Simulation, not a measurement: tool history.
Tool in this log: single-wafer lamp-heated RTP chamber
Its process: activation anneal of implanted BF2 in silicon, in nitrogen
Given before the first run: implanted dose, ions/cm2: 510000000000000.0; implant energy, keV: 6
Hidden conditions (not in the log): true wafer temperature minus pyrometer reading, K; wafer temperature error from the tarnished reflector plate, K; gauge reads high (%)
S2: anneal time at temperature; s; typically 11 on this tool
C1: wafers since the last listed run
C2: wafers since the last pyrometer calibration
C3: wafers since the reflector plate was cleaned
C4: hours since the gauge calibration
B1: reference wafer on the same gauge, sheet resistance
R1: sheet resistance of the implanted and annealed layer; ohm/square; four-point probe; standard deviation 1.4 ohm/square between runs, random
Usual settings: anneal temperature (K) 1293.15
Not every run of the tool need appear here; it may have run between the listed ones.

Run 1, hour 0.0: usual settings but S2 13 s; C1 0; C2 2886; C3 1929; C4 1004.7; B1 301.22. Result: R1 335.23 ohm/square.
Run 2, hour 40.2: usual settings; C1 537; C2 3423; C3 2466; C4 1044.9; B1 300.78. Result: R1 339.22 ohm/square.
Run 3, hour 86.8: usual settings; C1 622; C2 4046; C3 3089; C4 1091.5; B1 301.12. Result: R1 342.68 ohm/square.
Run 4, hour 152.2: usual settings; C1 874; C2 4920; C3 3963; C4 1156.9; B1 300.76. Result: R1 341.35 ohm/square.
Run 5, hour 196.5: usual settings but S2 15 s; C1 592; C2 5513; C3 4556; C4 1201.2; B1 301.20. Result: R1 327.56 ohm/square.
Run 6, hour 240.8: usual settings but S2 15 s; C1 592; C2 6105; C3 5148; C4 1245.5; B1 301.32. Result: R1 326.42 ohm/square.
Run 7, hour 302.1: usual settings but S2 15 s; C1 819; C2 6924; C3 5967; C4 1306.8; B1 300.95. Result: R1 327.88 ohm/square.
Run 8, hour 345.6: usual settings; C1 581; C2 7506; C3 6549; C4 1350.3; B1 301.26. Result: R1 338.92 ohm/square.
Run 9, hour 403.5: usual settings; C1 774; C2 8280; C3 7323; C4 1408.2; B1 300.75. Result: R1 339.68 ohm/square.
Run 10, hour 474.5: usual settings; C1 949; C2 9229; C3 8272; C4 1479.2; B1 301.05. Result: R1 335.47 ohm/square.
At hour 520.3: pyrometer window cleaned and pyrometer calibrated.
Run 11, hour 536.6: usual settings; C1 723; C2 218; C3 8995; C4 1541.3; B1 300.78. Result: R1 339.58 ohm/square.
Run 12, hour 599.3: usual settings; C1 838; C2 1056; C3 9833; C4 1604.0; B1 301.22. Result: R1 337.23 ohm/square.
Run 13, hour 671.1: usual settings but anneal temperature (K) 1319.15; C1 959; C2 2016; C3 10793; C4 1675.8; B1 301.51. Result: R1 303.66 ohm/square.
Run 14, hour 703.2: usual settings but anneal temperature (K) 1311.15, S2 8 s; C1 429; C2 2445; C3 11222; C4 1707.9; B1 301.38. Result: R1 330.29 ohm/square.
Run 15, hour 733.5: usual settings but anneal temperature (K) 1308.15, S2 7 s; C1 405; C2 2850; C3 11627; C4 1738.2; B1 301.01. Result: R1 341.10 ohm/square.
Run 16, hour 765.0: usual settings; C1 421; C2 3271; C3 12048; C4 1769.7; B1 301.09. Result: R1 338.29 ohm/square.
Run 17, hour 825.6: usual settings but anneal temperature (K) 1312.15; C1 810; C2 4081; C3 12859; C4 1830.3; B1 301.44. Result: R1 312.61 ohm/square.
At hour 825.8: gauge calibrated.
At hour 891.3: reflector plate cleaned.
Run 18, hour 891.8: usual settings but anneal temperature (K) 1268.15, S2 9 s; C1 778; C2 4859; C3 6; C4 66.0; B1 300.67. Result: R1 406.02 ohm/square.
Run 19, hour 926.5: usual settings but anneal temperature (K) 1314.15, S2 13 s; C1 463; C2 5323; C3 469; C4 100.7; B1 301.23. Result: R1 310.66 ohm/square.
Run 20, hour 997.3: usual settings but anneal temperature (K) 1266.15; C1 946; C2 6270; C3 1416; C4 171.5; B1 300.68. Result: R1 391.79 ohm/square.
Run 21, hour 1049.0: usual settings but anneal temperature (K) 1322.15; C1 691; C2 6961; C3 2107; C4 223.2; B1 300.90. Result: R1 303.89 ohm/square.
Run 22, hour 1105.3: usual settings but anneal temperature (K) 1270.15; C1 752; C2 7714; C3 2860; C4 279.5; B1 301.07. Result: R1 378.78 ohm/square.
Run 23, hour 1169.6: usual settings but anneal temperature (K) 1313.15, S2 15 s; C1 859; C2 8573; C3 3719; C4 343.8; B1 301.13. Result: R1 301.09 ohm/square.
At hour 1183.0: pyrometer window cleaned and pyrometer calibrated.
Run 24, hour 1227.0: usual settings; C1 660; C2 587; C3 4380; C4 401.2; B1 300.39. Result: R1 338.68 ohm/square.
Run 25, hour 1283.8: usual settings; C1 759; C2 1347; C3 5139; C4 458.0; B1 300.92. Result: R1 338.82 ohm/square.
Run 26, hour 1315.0: usual settings but S2 6 s; C1 417; C2 1764; C3 5556; C4 489.2; B1 301.05. Result: R1 368.16 ohm/square.
Run 27, hour 1360.8: usual settings; C1 612; C2 2376; C3 6168; C4 535.0; B1 300.94. Result: R1 338.28 ohm/square.
Run 28, hour 1415.1: usual settings but anneal temperature (K) 1273.15, S2 17 s; C1 725; C2 3102; C3 6894; C4 589.3; B1 301.08. Result: R1 346.13 ohm/square.
Run 29, hour 1469.6: usual settings; C1 728; C2 3830; C3 7623; C4 643.8; B1 301.21. Result: R1 339.39 ohm/square.
Run 30, hour 1529.9: usual settings but anneal temperature (K) 1266.15, S2 16 s; C1 806; C2 4637; C3 8429; C4 704.1; B1 300.86. Result: R1 359.59 ohm/square.
Run 31, hour 1596.3: usual settings; C1 887; C2 5524; C3 9317; C4 770.5; B1 301.30. Result: R1 336.88 ohm/square.
Run 32, hour 1648.8: usual settings; C1 701; C2 6226; C3 10019; C4 823.0; B1 301.06. Result: R1 336.55 ohm/square.
Run 33, hour 1713.7: usual settings; C1 867; C2 7094; C3 10886; C4 887.9; B1 301.37. Result: R1 339.04 ohm/square.
Run 34, hour 1749.4: usual settings but anneal temperature (K) 1285.15, S2 14 s; C1 477; C2 7571; C3 11363; C4 923.6; B1 301.17. Result: R1 339.49 ohm/square.
Run 35, hour 1806.5: usual settings but anneal temperature (K) 1308.15; C1 763; C2 8334; C3 12127; C4 980.7; B1 301.23. Result: R1 319.46 ohm/square.
At hour 1826.8: pyrometer window cleaned and pyrometer calibrated.
Run 36, hour 1838.3: usual settings; C1 318; C2 154; C3 12445; C4 1012.5; B1 300.84. Result: R1 338.63 ohm/square.
At hour 1894.0: reflector plate cleaned.
Run 37, hour 1953.6: usual settings but S2 14 s; C1 1434; C2 1588; C3 796; C4 1127.8; B1 301.04. Result: R1 333.08 ohm/square.

Each row is a separate what-if for the run after 37, all from the same tool condition, not one after another. Results?
Run A, hour 1954.0: usual settings but anneal temperature (K) 1302.15; C1 5; C2 1593; C3 802; C4 1128.2; B1 ?. Result: R1 ?.
Run B, hour 1954.0: usual settings but anneal temperature (K) 1272.15, S2 7 s; C1 5; C2 1593; C3 802; C4 1128.2; B1 ?. Result: R1 ?.
Run C, hour 1954.0: usual settings but anneal temperature (K) 1284.15, S2 7 s; C1 5; C2 1593; C3 802; C4 1128.2; B1 ?. Result: R1 ?.
Run D, hour 1954.0: usual settings but anneal temperature (K) 1264.15, S2 9 s; C1 5; C2 1593; C3 802; C4 1128.2; B1 ?. Result: R1 ?.

run      B1      R1
  A  300.47  333.13
  B  300.47  410.56
  C  300.47  382.82
  D  300.47  412.90
With no hidden state in the tool, these same runs would have given:
run      R1
  A  334.53
  B  413.77
  C  385.26
  D  416.50
